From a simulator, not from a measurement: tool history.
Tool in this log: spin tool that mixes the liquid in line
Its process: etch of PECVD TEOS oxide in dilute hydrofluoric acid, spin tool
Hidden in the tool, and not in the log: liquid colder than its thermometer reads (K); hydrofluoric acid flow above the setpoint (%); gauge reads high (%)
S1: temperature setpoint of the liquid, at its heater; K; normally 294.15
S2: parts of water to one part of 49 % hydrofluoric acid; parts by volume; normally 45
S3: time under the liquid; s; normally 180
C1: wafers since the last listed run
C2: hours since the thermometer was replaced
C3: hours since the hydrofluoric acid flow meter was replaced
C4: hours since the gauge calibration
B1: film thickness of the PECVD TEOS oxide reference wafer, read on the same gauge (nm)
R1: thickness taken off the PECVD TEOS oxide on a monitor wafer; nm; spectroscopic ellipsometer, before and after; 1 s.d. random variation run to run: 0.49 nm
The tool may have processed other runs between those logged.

| run | hour | S1 | S2 | S3 | C1 | C2 | C3 | C4 | B1 | R1 |
|---|---|---|---|---|---|---|---|---|---|---|
| 1 | 0.0 | 294.15 | 45 | 180 | 0 | 2449.7 | 136.9 | 208.9 | 140.00 | 56.29 |
| 2 | 16.3 | 294.15 | 45 | 180 | 127 | 2466.0 | 153.2 | 225.2 | 140.02 | 56.15 |
| 3 | 25.1 | 294.15 | 45 | 180 | 68 | 2474.8 | 162.0 | 234.0 | 140.01 | 56.35 |
| 4 | 39.3 | 294.15 | 45 | 95 | 110 | 2489.0 | 176.2 | 248.2 | 139.99 | 29.56 |
| 5 | 52.3 | 294.15 | 45 | 95 | 101 | 2502.0 | 189.2 | 261.2 | 140.00 | 30.03 |
| 6 | 67.0 | 294.15 | 45 | 95 | 114 | 2516.7 | 203.9 | 275.9 | 140.00 | 29.89 |
| 7 | 83.6 | 294.15 | 60 | 180 | 129 | 2533.3 | 220.5 | 292.5 | 139.99 | 41.36 |
| 8 | 91.2 | 294.15 | 45 | 180 | 59 | 2540.9 | 228.1 | 300.1 | 139.99 | 55.81 |
| 9 | 100.1 | 294.15 | 45 | 180 | 69 | 2549.8 | 237.0 | 309.0 | 140.00 | 55.49 |
| 10 | 117.9 | 294.15 | 45 | 180 | 139 | 2567.6 | 254.8 | 326.8 | 139.98 | 55.49 |
| 11 | 128.1 | 294.15 | 40 | 180 | 79 | 2577.8 | 265.0 | 337.0 | 140.01 | 64.47 |
| 12 | 134.4 | 294.15 | 40 | 180 | 49 | 2584.1 | 271.3 | 343.3 | 139.96 | 62.81 |
| 13 | 147.5 | 294.15 | 45 | 180 | 102 | 2597.2 | 284.4 | 356.4 | 140.00 | 55.91 |
| 14 | 154.9 | 294.15 | 45 | 180 | 57 | 2604.6 | 291.8 | 363.8 | 139.98 | 55.94 |
|  | 158.5 | gauge calibrated |
| 15 | 164.7 | 294.15 | 45 | 180 | 76 | 2614.4 | 301.6 | 6.2 | 140.02 | 56.36 |
| 16 | 177.4 | 294.15 | 60 | 180 | 99 | 2627.1 | 314.3 | 18.9 | 139.98 | 41.91 |
| 17 | 183.6 | 294.15 | 45 | 180 | 48 | 2633.3 | 320.5 | 25.1 | 140.02 | 56.31 |
| 18 | 198.4 | 291.65 | 45 | 180 | 115 | 2648.1 | 335.3 | 39.9 | 140.00 | 50.30 |
| 19 | 210.2 | 291.15 | 55 | 265 | 92 | 2659.9 | 347.1 | 51.7 | 140.02 | 59.14 |
| 20 | 217.8 | 295.65 | 50 | 145 | 59 | 2667.5 | 354.7 | 59.3 | 140.00 | 42.38 |
| 21 | 231.3 | 294.15 | 45 | 180 | 105 | 2681.0 | 368.2 | 72.8 | 140.00 | 56.16 |
| 22 | 243.6 | 294.15 | 50 | 225 | 96 | 2693.3 | 380.5 | 85.1 | 139.99 | 62.22 |
| 23 | 266.3 | 294.15 | 45 | 215 | 177 | 2716.0 | 403.2 | 107.8 | 140.00 | 67.48 |
|  | 316.3 | thermometer replaced |
| 24 | 318.0 | 294.15 | 45 | 180 | 396 | 1.7 | 454.9 | 159.5 | 139.97 | 55.79 |
| 25 | 325.5 | 294.15 | 45 | 130 | 58 | 9.2 | 462.4 | 167.0 | 139.99 | 40.99 |
| 26 | 338.5 | 297.15 | 60 | 145 | 101 | 22.2 | 475.4 | 180.0 | 140.03 | 37.65 |
| 27 | 349.3 | 294.15 | 45 | 180 | 84 | 33.0 | 486.2 | 190.8 | 140.00 | 55.82 |
|  | 363.2 | hydrofluoric acid flow meter replaced |
| 28 | 365.4 | 297.15 | 45 | 250 | 117 | 49.1 | 2.2 | 206.9 | 140.01 | 88.38 |
| 29 | 382.2 | 291.15 | 45 | 235 | 131 | 65.9 | 19.0 | 223.7 | 140.04 | 64.20 |
| 30 | 395.8 | 290.65 | 45 | 180 | 106 | 79.5 | 32.6 | 237.3 | 139.98 | 48.35 |
| 31 | 435.6 | 292.65 | 45 | 120 | 310 | 119.3 | 72.4 | 277.1 | 139.97 | 34.51 |
| 32 | 444.0 | 294.15 | 45 | 140 | 65 | 127.7 | 80.8 | 285.5 | 140.03 | 43.37 |
| 33 | 454.2 | 294.15 | 45 | 180 | 79 | 137.9 | 91.0 | 295.7 | 139.99 | 56.10 |
| 34 | 471.4 | 294.15 | 45 | 180 | 134 | 155.1 | 108.2 | 312.9 | 139.98 | 56.19 |

3 ways to go on from here, each from the tool as it stands after run 34. What would each give?
| A | 471.9 | 294.15 | 45 | 180 | 3 | 155.6 | 108.7 | 313.4 | ? | ? |
| B | 471.9 | 298.15 | 30 | 180 | 3 | 155.6 | 108.7 | 313.4 | ? | ? |
| C | 471.9 | 296.15 | 35 | 285 | 3 | 155.6 | 108.7 | 313.4 | ? | ? |

| run | B1 | R1 |
|---|---|---|
| A | 140.02 | 55.93 |
| B | 140.02 | 101.17 |
| C | 140.02 | 125.45 |
Stripped of hidden state, with their random variation kept, the same runs would have yielded:
| run | R1 |
|---|---|
| A | 55.93 |
| B | 101.17 |
| C | 125.45 |
